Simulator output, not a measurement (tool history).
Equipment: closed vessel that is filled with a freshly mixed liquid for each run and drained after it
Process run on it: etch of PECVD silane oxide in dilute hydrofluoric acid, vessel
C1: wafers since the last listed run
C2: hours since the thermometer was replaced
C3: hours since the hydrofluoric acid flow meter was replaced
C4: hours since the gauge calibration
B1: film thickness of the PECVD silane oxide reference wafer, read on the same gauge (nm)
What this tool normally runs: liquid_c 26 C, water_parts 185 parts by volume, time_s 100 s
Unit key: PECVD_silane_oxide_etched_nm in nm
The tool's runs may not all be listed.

run 1 hour=0 | liquid_c=26 water_parts=185 time_s=70 | C1=0 C2=2287.3 C3=1101.7 C4=371.3 | B1=40.06 | PECVD_silane_oxide_etched_nm=9.69
run 2 hour=13.8 | liquid_c=26 water_parts=185 time_s=70 | C1=1299 C2=2301.1 C3=1115.5 C4=385.1 | B1=40.04 | PECVD_silane_oxide_etched_nm=9.64
run 3 hour=41.4 | liquid_c=26 water_parts=185 time_s=70 | C1=2598 C2=2328.7 C3=1143.1 C4=412.7 | B1=40.01 | PECVD_silane_oxide_etched_nm=9.62
run 4 hour=67.1 | liquid_c=26 water_parts=185 time_s=100 | C1=2419 C2=2354.4 C3=1168.8 C4=438.4 | B1=40.06 | PECVD_silane_oxide_etched_nm=13.62
run 5 hour=102.4 | liquid_c=26 water_parts=185 time_s=140 | C1=3323 C2=2389.7 C3=1204.1 C4=473.7 | B1=39.99 | PECVD_silane_oxide_etched_nm=18.97
run 6 hour=119.2 | liquid_c=29.5 water_parts=185 time_s=100 | C1=1581 C2=2406.5 C3=1220.9 C4=490.5 | B1=40.04 | PECVD_silane_oxide_etched_nm=15.5
run 7 hour=184.4 | liquid_c=29.5 water_parts=185 time_s=100 | C1=6138 C2=2471.7 C3=1286.1 C4=555.7 | B1=39.95 | PECVD_silane_oxide_etched_nm=15.39
-- hour=187.3 gauge calibrated
-- hour=198.3 hydrofluoric acid flow meter replaced
run 8 hour=212 | liquid_c=29.5 water_parts=185 time_s=100 | C1=2504 C2=2499.3 C3=13.7 C4=24.7 | B1=40 | PECVD_silane_oxide_etched_nm=17.36
run 9 hour=230.6 | liquid_c=26 water_parts=185 time_s=100 | C1=1751 C2=2517.9 C3=32.3 C4=43.3 | B1=40 | PECVD_silane_oxide_etched_nm=15.12
-- hour=245.2 thermometer replaced
run 10 hour=250.7 | liquid_c=26 water_parts=185 time_s=100 | C1=1798 C2=5.5 C3=52.4 C4=63.4 | B1=40 | PECVD_silane_oxide_etched_nm=16.84
run 11 hour=271.2 | liquid_c=26 water_parts=185 time_s=100 | C1=1929 C2=26 C3=72.9 C4=83.9 | B1=40.01 | PECVD_silane_oxide_etched_nm=16.81
run 12 hour=299.4 | liquid_c=30 water_parts=135 time_s=100 | C1=2654 C2=54.2 C3=101.1 C4=112.1 | B1=39.99 | PECVD_silane_oxide_etched_nm=28.49
run 13 hour=319.9 | liquid_c=26 water_parts=185 time_s=100 | C1=1929 C2=74.7 C3=121.6 C4=132.6 | B1=39.99 | PECVD_silane_oxide_etched_nm=16.78
run 14 hour=350.1 | liquid_c=29 water_parts=235 time_s=155 | C1=2843 C2=104.9 C3=151.8 C4=162.8 | B1=39.98 | PECVD_silane_oxide_etched_nm=21.4

Run 15 has not been measured yet. What should we expect?
run 15 hour=369 | liquid_c=27.5 water_parts=120 time_s=100 | C1=1779 C2=123.8 C3=170.7 C4=181.7 | B1=? | PECVD_silane_oxide_etched_nm=?

B1: 40.04
PECVD_silane_oxide_etched_nm: 29.44 nm
Take away the tool's hidden state, keep the run-to-run variation as it was, and the same run would have given PECVD_silane_oxide_etched_nm 30.14 nm.
